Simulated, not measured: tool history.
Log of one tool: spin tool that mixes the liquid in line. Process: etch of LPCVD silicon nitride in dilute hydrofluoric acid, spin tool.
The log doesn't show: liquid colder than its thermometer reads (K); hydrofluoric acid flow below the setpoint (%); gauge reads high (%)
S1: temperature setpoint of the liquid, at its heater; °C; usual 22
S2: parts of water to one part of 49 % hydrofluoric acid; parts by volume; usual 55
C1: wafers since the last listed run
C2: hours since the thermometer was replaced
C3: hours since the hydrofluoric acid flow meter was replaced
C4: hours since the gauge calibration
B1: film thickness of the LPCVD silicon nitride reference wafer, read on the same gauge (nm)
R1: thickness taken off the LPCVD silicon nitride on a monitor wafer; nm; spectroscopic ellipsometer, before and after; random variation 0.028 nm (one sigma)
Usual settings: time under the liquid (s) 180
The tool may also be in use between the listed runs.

Run 1, day 0: usual settings but S2 35 parts by volume, time under the liquid (s) 255; C1 0; C2 893.1; C3 1419; C4 885.6; B1 79.986. Result: R1 3.024 nm.
Run 2, day 1.396: usual settings; C1 199; C2 926.6; C3 1452.5; C4 919.1; B1 79.967. Result: R1 1.401 nm.
Run 3, day 2.696: usual settings; C1 185; C2 957.8; C3 1483.7; C4 950.3; B1 79.985. Result: R1 1.356 nm.
Run 4, day 3.608: usual settings but S2 40 parts by volume; C1 130; C2 979.7; C3 1505.6; C4 972.2; B1 79.991. Result: R1 1.902 nm.
At day 4.117: hydrofluoric acid flow meter replaced.
Run 5, day 5.038: usual settings but S2 40 parts by volume; C1 198; C2 1014; C3 22.1; C4 1006.5; B1 80.021. Result: R1 1.882 nm.
Run 6, day 5.975: usual settings but S2 40 parts by volume; C1 134; C2 1036.5; C3 44.6; C4 1029; B1 80.015. Result: R1 1.878 nm.
At day 6.625: gauge calibrated.
Run 7, day 6.917: usual settings but S1 24.5 °C; C1 134; C2 1059.1; C3 67.2; C4 7; B1 80.006. Result: R1 1.66 nm.
Run 8, day 7.871: usual settings; C1 136; C2 1082; C3 90.1; C4 29.9; B1 80.001. Result: R1 1.383 nm.
Run 9, day 8.838: usual settings but S2 45 parts by volume; C1 138; C2 1105.2; C3 113.3; C4 53.1; B1 79.996. Result: R1 1.615 nm.
Run 10, day 9.838: usual settings but time under the liquid (s) 230; C1 142; C2 1129.2; C3 137.3; C4 77.1; B1 79.973. Result: R1 1.704 nm.
Run 11, day 11.208: usual settings; C1 195; C2 1162.1; C3 170.2; C4 110; B1 80.002. Result: R1 1.358 nm.
At day 12.575: thermometer replaced.
Run 12, day 13.992: usual settings but S2 80 parts by volume; C1 391; C2 34; C3 237; C4 176.8; B1 79.989. Result: R1 0.849 nm.
Run 13, day 15.146: usual settings but S1 24 °C, time under the liquid (s) 250; C1 165; C2 61.7; C3 264.7; C4 204.5; B1 80.009. Result: R1 1.974 nm.
Run 14, day 15.738: usual settings but S1 25 °C, S2 40 parts by volume; C1 84; C2 75.9; C3 278.9; C4 218.7; B1 79.999. Result: R1 2.048 nm.
Run 15, day 16.271: usual settings but time under the liquid (s) 240; C1 76; C2 88.7; C3 291.7; C4 231.5; B1 80. Result: R1 1.6 nm.
Run 16, day 16.958: usual settings but S1 26 °C, S2 65 parts by volume; C1 98; C2 105.2; C3 308.2; C4 248; B1 80.012. Result: R1 1.366 nm.
Run 17, day 18.125: usual settings but time under the liquid (s) 115; C1 166; C2 133.2; C3 336.2; C4 276; B1 79.981. Result: R1 0.768 nm.
At day 19.375: thermometer replaced, repeated, since the last time left the tool worse.
Run 18, day 19.396: usual settings but S2 30 parts by volume, time under the liquid (s) 275; C1 175; C2 0.5; C3 366.7; C4 306.5; B1 79.994. Result: R1 4.019 nm.
Run 19, day 20.688: usual settings; C1 184; C2 31.5; C3 397.7; C4 337.5; B1 80.003. Result: R1 1.497 nm.
Run 20, day 21.929: usual settings but S1 19.5 °C, S2 45 parts by volume, time under the liquid (s) 275; C1 177; C2 61.3; C3 427.5; C4 367.3; B1 79.955. Result: R1 2.346 nm.
Run 21, day 22.538: usual settings but time under the liquid (s) 95; C1 86; C2 75.9; C3 442.1; C4 381.9; B1 79.997. Result: R1 0.809 nm.
Run 22, day 23.717: usual settings; C1 168; C2 104.2; C3 470.4; C4 410.2; B1 80.008. Result: R1 1.472 nm.
Run 23, day 24.475: usual settings but S1 20.5 °C, time under the liquid (s) 150; C1 108; C2 122.4; C3 488.6; C4 428.4; B1 80.01. Result: R1 1.106 nm.
Run 24, day 25.825: usual settings but S1 18 °C, S2 75 parts by volume, time under the liquid (s) 235; C1 193; C2 154.8; C3 521; C4 460.8; B1 80.006. Result: R1 1.03 nm.
Run 25, day 26.838: usual settings but time under the liquid (s) 240; C1 144; C2 179.1; C3 545.3; C4 485.1; B1 80.023. Result: R1 1.951 nm.
Run 26, day 28.254: usual settings but S1 24 °C, S2 65 parts by volume, time under the liquid (s) 150; C1 202; C2 213.1; C3 579.3; C4 519.1; B1 80.013. Result: R1 1.202 nm.
Run 27, day 29.6: usual settings but S2 45 parts by volume; C1 192; C2 245.4; C3 611.6; C4 551.4; B1 80.021. Result: R1 1.745 nm.
Run 28, day 32.192: usual settings but S1 20 °C, S2 70 parts by volume, time under the liquid (s) 245; C1 370; C2 307.6; C3 673.8; C4 613.6; B1 80.001. Result: R1 1.426 nm.
Run 29, day 33.483: usual settings but time under the liquid (s) 275; C1 184; C2 338.6; C3 704.8; C4 644.6; B1 80.007. Result: R1 2.189 nm.
Run 30, day 34.496: usual settings but S1 18 °C, S2 30 parts by volume; C1 144; C2 362.9; C3 729.1; C4 668.9; B1 79.965. Result: R1 2.009 nm.
Run 31, day 35.042: usual settings but S2 80 parts by volume; C1 78; C2 376; C3 742.2; C4 682; B1 80.007. Result: R1 0.986 nm.
Run 32, day 35.946: usual settings but S1 18.5 °C, S2 35 parts by volume; C1 129; C2 397.7; C3 763.9; C4 703.7; B1 80.013. Result: R1 1.713 nm.

Measured less the same run without the tool's hidden state. The same run-to-run variation is in both; the gauge's scatter may not be:
run      R1
  1  -0.276
  2  -0.131
  3  -0.131
  4  -0.189
  5  -0.194
  6  -0.198
  7  -0.175
  8  -0.151
  9  -0.181
 10  -0.196
 11   -0.16
 12  -0.199
 13  -0.467
 14  -0.488
 15   -0.39
 16  -0.323
 17  -0.192
 18  -0.017
 19   -0.01
 20  -0.023
 21  -0.009
 22   -0.02
 23  -0.017
 24  -0.019
 25   -0.04
 26  -0.029
 27  -0.047
 28  -0.048
 29   -0.08
 30  -0.081
 31  -0.039
 32  -0.075
